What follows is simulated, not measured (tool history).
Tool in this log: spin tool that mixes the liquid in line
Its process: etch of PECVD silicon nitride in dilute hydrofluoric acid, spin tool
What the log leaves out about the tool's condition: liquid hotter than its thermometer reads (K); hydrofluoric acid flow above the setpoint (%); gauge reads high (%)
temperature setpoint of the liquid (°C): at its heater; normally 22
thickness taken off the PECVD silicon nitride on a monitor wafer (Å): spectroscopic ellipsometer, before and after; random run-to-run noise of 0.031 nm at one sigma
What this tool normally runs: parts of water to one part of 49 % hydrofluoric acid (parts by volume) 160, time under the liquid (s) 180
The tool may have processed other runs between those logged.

run	hour	temperature setpoint of the liquid (°C)	parts of water to one part of 49 % hydrofluoric acid (parts by volume)	time under the liquid (s)	wafers since the last listed run	hours since the thermometer was replaced	hours since the hydrofluoric acid flow meter was replaced	hours since the gauge calibration	read-back film thickness of the PECVD silicon nitride reference wafer, read on the same gauge (nm)	thickness taken off the PECVD silicon nitride on a monitor wafer (Å)
1	0	22	160	180	0	1077.1	564.7	1327.1	110	68.3
2	48.3	22	200	110	259	1125.4	613	1375.4	110.01	33.4
# hour 76.4: thermometer replaced
# hour 122.9: hydrofluoric acid flow meter replaced
3	136.5	22	160	180	462	60.1	13.6	1463.6	110.01	61
4	221.8	22	160	180	457	145.4	98.9	1548.9	110.02	62.1
5	268.3	22	160	180	249	191.9	145.4	1595.4	110.02	62.4
6	334.4	22	160	180	354	258	211.5	1661.5	109.98	62.8
7	398.7	22	160	180	344	322.3	275.8	1725.8	109.99	63.2
# hour 424.5: gauge calibrated
8	501.2	19.5	160	180	549	424.8	378.3	76.7	110.01	54.9
9	579.6	19.5	160	180	420	503.2	456.7	155.1	110.01	55.4
10	617.6	19.5	160	180	203	541.2	494.7	193.1	109.99	55.3
# hour 684: hydrofluoric acid flow meter replaced
11	684.5	22	185	180	353	608.1	0.5	260	109.99	55.6
12	761	22	235	180	410	684.6	77	336.5	110.01	43.9
13	810.3	22	230	220	264	733.9	126.3	385.8	110.01	55.6
14	881.4	22	160	180	381	805	197.4	456.9	109.99	66
15	929.2	22	160	230	256	852.8	245.2	504.7	109.98	84.1
16	967.9	20.5	120	180	207	891.5	283.9	543.4	109.98	79.1
17	1072	17.5	190	90	558	995.6	388	647.5	110.01	21.2
18	1150	24.5	185	225	418	1073.6	466	725.5	110.02	85.7
# hour 1164.1: thermometer replaced
19	1192.8	22	95	180	224	28.7	508.8	768.3	109.98	106.2
# hour 1244.3: hydrofluoric acid flow meter replaced
20	1287.1	22	160	285	500	123	42.8	862.6	110	97.6
21	1337.8	22	160	110	271	173.7	93.5	913.3	110.01	37.8
22	1376.9	22	160	180	209	212.8	132.6	952.4	110.01	61.5
23	1458.4	19	220	90	437	294.3	214.1	1033.9	110	18.9
24	1527.3	20.5	120	180	369	363.2	283	1102.8	110	76
25	1573.3	22	130	240	246	409.2	329	1148.8	110.03	105.3
26	1858	22	160	180	1527	693.9	613.7	1433.5	110.01	66.5
# hour 1928.4: hydrofluoric acid flow meter replaced
27	1939.4	22	160	180	431	775.3	11	1514.9	110	64
28	2046.1	17.5	90	180	572	882	117.7	1621.6	110	84.5
29	2087.5	19	110	210	222	923.4	159.1	1663	110.02	90.2
# hour 2141.9: gauge calibrated
30	2177.5	20.5	230	110	482	1013.4	249.1	35.6	110.01	26.1
31	2227.6	22	130	265	268	1063.5	299.2	85.7	110.01	120.7
32	2278.7	20	160	270	274	1114.6	350.3	136.8	110	88.8
33	2341.2	19	120	235	335	1177.1	412.8	199.3	110	95.7

Predict each of these 3 candidate next runs independently; none follows another, all start after run 33:
A	2341.7	22	85	180	2	1177.6	413.3	199.8	?	?
B	2341.7	22	160	115	2	1177.6	413.3	199.8	?	?
C	2341.7	22	160	75	2	1177.6	413.3	199.8	?	?

run	read-back film thickness of the PECVD silicon nitride reference wafer, read on the same gauge (nm)	thickness taken off the PECVD silicon nitride on a monitor wafer (Å)
A	110.01	127.1
B	110.01	43.6
C	110.01	28.4
Stripped of hidden state, with their random variation kept, the same runs would have yielded:
run	thickness taken off the PECVD silicon nitride on a monitor wafer (Å)
A	113.4
B	38.9
C	25.4

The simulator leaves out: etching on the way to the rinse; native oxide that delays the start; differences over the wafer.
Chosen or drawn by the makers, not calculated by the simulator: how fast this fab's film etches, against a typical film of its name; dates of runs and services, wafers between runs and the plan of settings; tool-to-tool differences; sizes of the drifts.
